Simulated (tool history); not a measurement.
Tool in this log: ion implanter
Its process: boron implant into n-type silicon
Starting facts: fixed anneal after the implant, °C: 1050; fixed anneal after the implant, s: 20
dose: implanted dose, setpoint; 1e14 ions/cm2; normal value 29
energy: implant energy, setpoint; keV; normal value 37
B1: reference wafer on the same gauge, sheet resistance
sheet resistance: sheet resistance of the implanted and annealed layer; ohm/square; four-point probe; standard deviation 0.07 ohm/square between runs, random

Run 1, hour 0: usual settings; B1 54.6. Result: sheet resistance 48.28 ohm/square.
Run 2, hour 14.4: usual settings; B1 54.6. Result: sheet resistance 48.19 ohm/square.
Run 3, hour 31.1: usual settings; B1 54.6. Result: sheet resistance 48.2 ohm/square.
Run 4, hour 48: usual settings but energy 29 keV; B1 54.58. Result: sheet resistance 50.53 ohm/square.
Run 5, hour 62.9: usual settings but energy 29 keV; B1 54.59. Result: sheet resistance 50.51 ohm/square.
Run 6, hour 90: usual settings but energy 28.5 keV; B1 54.6. Result: sheet resistance 50.82 ohm/square.
Run 7, hour 98.7: usual settings; B1 54.59. Result: sheet resistance 48.32 ohm/square.
At hour 103.3: gauge calibrated.
Run 8, hour 105.8: usual settings; B1 54.62. Result: sheet resistance 48.27 ohm/square.
Run 9, hour 121.1: usual settings; B1 54.6. Result: sheet resistance 48.45 ohm/square.
Run 10, hour 127.2: usual settings but energy 27.5 keV; B1 54.61. Result: sheet resistance 51.06 ohm/square.
Run 11, hour 136.7: usual settings but dose 25.59 1e14 ions/cm2, energy 41 keV; B1 54.62. Result: sheet resistance 52.2 ohm/square.
Run 12, hour 152.9: usual settings but dose 25.59 1e14 ions/cm2, energy 41 keV; B1 54.59. Result: sheet resistance 52.28 ohm/square.
Run 13, hour 159.1: usual settings but energy 44 keV; B1 54.6. Result: sheet resistance 47.16 ohm/square.
Run 14, hour 167.1: usual settings but energy 44 keV; B1 54.58. Result: sheet resistance 47.3 ohm/square.
Run 15, hour 184.4: usual settings but dose 31.99 1e14 ions/cm2; B1 54.63. Result: sheet resistance 45.15 ohm/square.
Run 16, hour 194.8: usual settings but dose 31.99 1e14 ions/cm2; B1 54.59. Result: sheet resistance 45.17 ohm/square.
Run 17, hour 207.1: usual settings but dose 21.85 1e14 ions/cm2; B1 54.61. Result: sheet resistance 60.09 ohm/square.
At hour 218.5: Faraday cup replaced and dose calibrated.
At hour 223.4: extraction supply calibrated.
Run 18, hour 223.9: usual settings but dose 23.04 1e14 ions/cm2, energy 48.5 keV; B1 54.57. Result: sheet resistance 53.62 ohm/square.
Run 19, hour 228.2: usual settings; B1 54.63. Result: sheet resistance 46.51 ohm/square.
Run 20, hour 242.1: usual settings but dose 24.61 1e14 ions/cm2, energy 47 keV; B1 54.59. Result: sheet resistance 51.14 ohm/square.
Run 21, hour 253.6: usual settings; B1 54.58. Result: sheet resistance 46.6 ohm/square.

For run 22, what comes out?
Run 22, hour 260.5: usual settings but dose 32.1 1e14 ions/cm2, energy 28.5 keV; B1 ?. Result: sheet resistance ?.

Run 22 yielded B1 54.58, sheet resistance 46.48 ohm/square.
Take away the tool's hidden state, keep the run-to-run variation as it was, and the same run would have given sheet resistance 46.42 ohm/square.
